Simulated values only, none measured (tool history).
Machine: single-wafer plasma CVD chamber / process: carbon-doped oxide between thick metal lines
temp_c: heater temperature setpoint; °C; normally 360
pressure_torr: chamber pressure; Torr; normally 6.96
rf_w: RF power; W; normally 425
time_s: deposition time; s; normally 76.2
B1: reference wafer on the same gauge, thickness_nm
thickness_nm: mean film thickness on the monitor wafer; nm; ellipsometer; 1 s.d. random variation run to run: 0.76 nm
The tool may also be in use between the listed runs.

{"run": 1, "hour": 0.0, "temp_c": 354, "pressure_torr": 6.96, "rf_w": 425, "time_s": 76.2, "B1": 372, "thickness_nm": 331.413}
{"hour": 5.9, "done": "gauge calibrated"}
{"hour": 35.4, "done": "capacitance manometer re-zeroed and calibrated"}
{"run": 2, "hour": 35.9, "temp_c": 354, "pressure_torr": 6.96, "rf_w": 425, "time_s": 76.2, "B1": 371.75, "thickness_nm": 330.042}
{"run": 3, "hour": 50.7, "temp_c": 360, "pressure_torr": 6.96, "rf_w": 425, "time_s": 76.2, "B1": 372.137, "thickness_nm": 326.698}
{"run": 4, "hour": 70.0, "temp_c": 360, "pressure_torr": 6.96, "rf_w": 425, "time_s": 76.2, "B1": 371.91, "thickness_nm": 326.556}
{"hour": 88.6, "done": "showerhead replaced"}
{"run": 5, "hour": 97.5, "temp_c": 360, "pressure_torr": 6.96, "rf_w": 425, "time_s": 70.8, "B1": 372.137, "thickness_nm": 304.315}
{"run": 6, "hour": 121.7, "temp_c": 360, "pressure_torr": 7.84, "rf_w": 425, "time_s": 76.2, "B1": 371.557, "thickness_nm": 328.031}
{"run": 7, "hour": 152.5, "temp_c": 360, "pressure_torr": 7.84, "rf_w": 425, "time_s": 76.2, "B1": 371.822, "thickness_nm": 329.625}
{"run": 8, "hour": 174.8, "temp_c": 360, "pressure_torr": 6.96, "rf_w": 425, "time_s": 76.2, "B1": 372.026, "thickness_nm": 326.732}
{"run": 9, "hour": 196.8, "temp_c": 347, "pressure_torr": 6.96, "rf_w": 425, "time_s": 76.2, "B1": 371.822, "thickness_nm": 338.593}
{"run": 10, "hour": 223.3, "temp_c": 360, "pressure_torr": 6.96, "rf_w": 460, "time_s": 83.6, "B1": 372.1, "thickness_nm": 376.032}
{"run": 11, "hour": 250.8, "temp_c": 350, "pressure_torr": 7.57, "rf_w": 375, "time_s": 85.7, "B1": 372.048, "thickness_nm": 348.258}
{"run": 12, "hour": 263.0, "temp_c": 360, "pressure_torr": 6.96, "rf_w": 395, "time_s": 70.4, "B1": 371.992, "thickness_nm": 286.282}
{"run": 13, "hour": 295.3, "temp_c": 351, "pressure_torr": 6.96, "rf_w": 425, "time_s": 61.9, "B1": 372.018, "thickness_nm": 270.962}
{"run": 14, "hour": 322.8, "temp_c": 360, "pressure_torr": 6.3, "rf_w": 385, "time_s": 76.2, "B1": 372.18, "thickness_nm": 302.329}
{"hour": 334.9, "done": "thermocouple changed; heater temperature recalibrated"}
{"run": 15, "hour": 347.8, "temp_c": 360, "pressure_torr": 8.51, "rf_w": 425, "time_s": 76.2, "B1": 371.972, "thickness_nm": 334.135}
{"hour": 372.7, "done": "RF generator calibrated"}
{"run": 16, "hour": 373.2, "temp_c": 349, "pressure_torr": 6.96, "rf_w": 425, "time_s": 76.2, "B1": 372.29, "thickness_nm": 356.224}
{"run": 17, "hour": 382.4, "temp_c": 360, "pressure_torr": 6.96, "rf_w": 425, "time_s": 91.4, "B1": 371.971, "thickness_nm": 415.195}
{"run": 18, "hour": 408.7, "temp_c": 360, "pressure_torr": 6.96, "rf_w": 425, "time_s": 76.2, "B1": 371.694, "thickness_nm": 344.053}
{"run": 19, "hour": 428.2, "temp_c": 360, "pressure_torr": 6.96, "rf_w": 460, "time_s": 83.3, "B1": 372.189, "thickness_nm": 395.874}
{"run": 20, "hour": 442.9, "temp_c": 360, "pressure_torr": 5.7, "rf_w": 485, "time_s": 90.2, "B1": 371.843, "thickness_nm": 432.539}
{"run": 21, "hour": 460.0, "temp_c": 360, "pressure_torr": 6.96, "rf_w": 500, "time_s": 76.2, "B1": 372.206, "thickness_nm": 379.466}
{"run": 22, "hour": 483.7, "temp_c": 360, "pressure_torr": 6.43, "rf_w": 425, "time_s": 67.4, "B1": 371.965, "thickness_nm": 301.176}
{"run": 23, "hour": 505.7, "temp_c": 360, "pressure_torr": 6.96, "rf_w": 450, "time_s": 86.8, "B1": 372.152, "thickness_nm": 404.941}
{"run": 24, "hour": 531.4, "temp_c": 371, "pressure_torr": 6.96, "rf_w": 390, "time_s": 76.2, "B1": 371.804, "thickness_nm": 315.053}
{"run": 25, "hour": 558.8, "temp_c": 360, "pressure_torr": 6.96, "rf_w": 375, "time_s": 76.2, "B1": 372.057, "thickness_nm": 314.228}
{"run": 26, "hour": 571.1, "temp_c": 355, "pressure_torr": 6.96, "rf_w": 425, "time_s": 76.2, "B1": 372.074, "thickness_nm": 344.994}
{"run": 27, "hour": 587.7, "temp_c": 360, "pressure_torr": 6.96, "rf_w": 425, "time_s": 76.2, "B1": 372.011, "thickness_nm": 340.463}
{"run": 28, "hour": 633.8, "temp_c": 360, "pressure_torr": 6.96, "rf_w": 425, "time_s": 76.2, "B1": 372.461, "thickness_nm": 339.361}
{"run": 29, "hour": 665.7, "temp_c": 360, "pressure_torr": 6.96, "rf_w": 425, "time_s": 76.2, "B1": 371.843, "thickness_nm": 338.9}

Alternative continuations, all from the tool just after run 29; predict every row:
{"run": "A", "hour": 666.1, "temp_c": 360, "pressure_torr": 6.96, "rf_w": 380, "time_s": 76.2, "B1": "?", "thickness_nm": "?"}
{"run": "B", "hour": 666.1, "temp_c": 360, "pressure_torr": 6.24, "rf_w": 465, "time_s": 76.2, "B1": "?", "thickness_nm": "?"}
{"run": "C", "hour": 666.1, "temp_c": 360, "pressure_torr": 6.19, "rf_w": 360, "time_s": 63.8, "B1": "?", "thickness_nm": "?"}

run=A B1=371.838 thickness_nm=315.505
run=B B1=371.838 thickness_nm=355.235
run=C B1=371.838 thickness_nm=252.956
Had the tool no hidden state, the same runs would have come out as:
run=A thickness_nm=322.923
run=B thickness_nm=363.003
run=C thickness_nm=258.938

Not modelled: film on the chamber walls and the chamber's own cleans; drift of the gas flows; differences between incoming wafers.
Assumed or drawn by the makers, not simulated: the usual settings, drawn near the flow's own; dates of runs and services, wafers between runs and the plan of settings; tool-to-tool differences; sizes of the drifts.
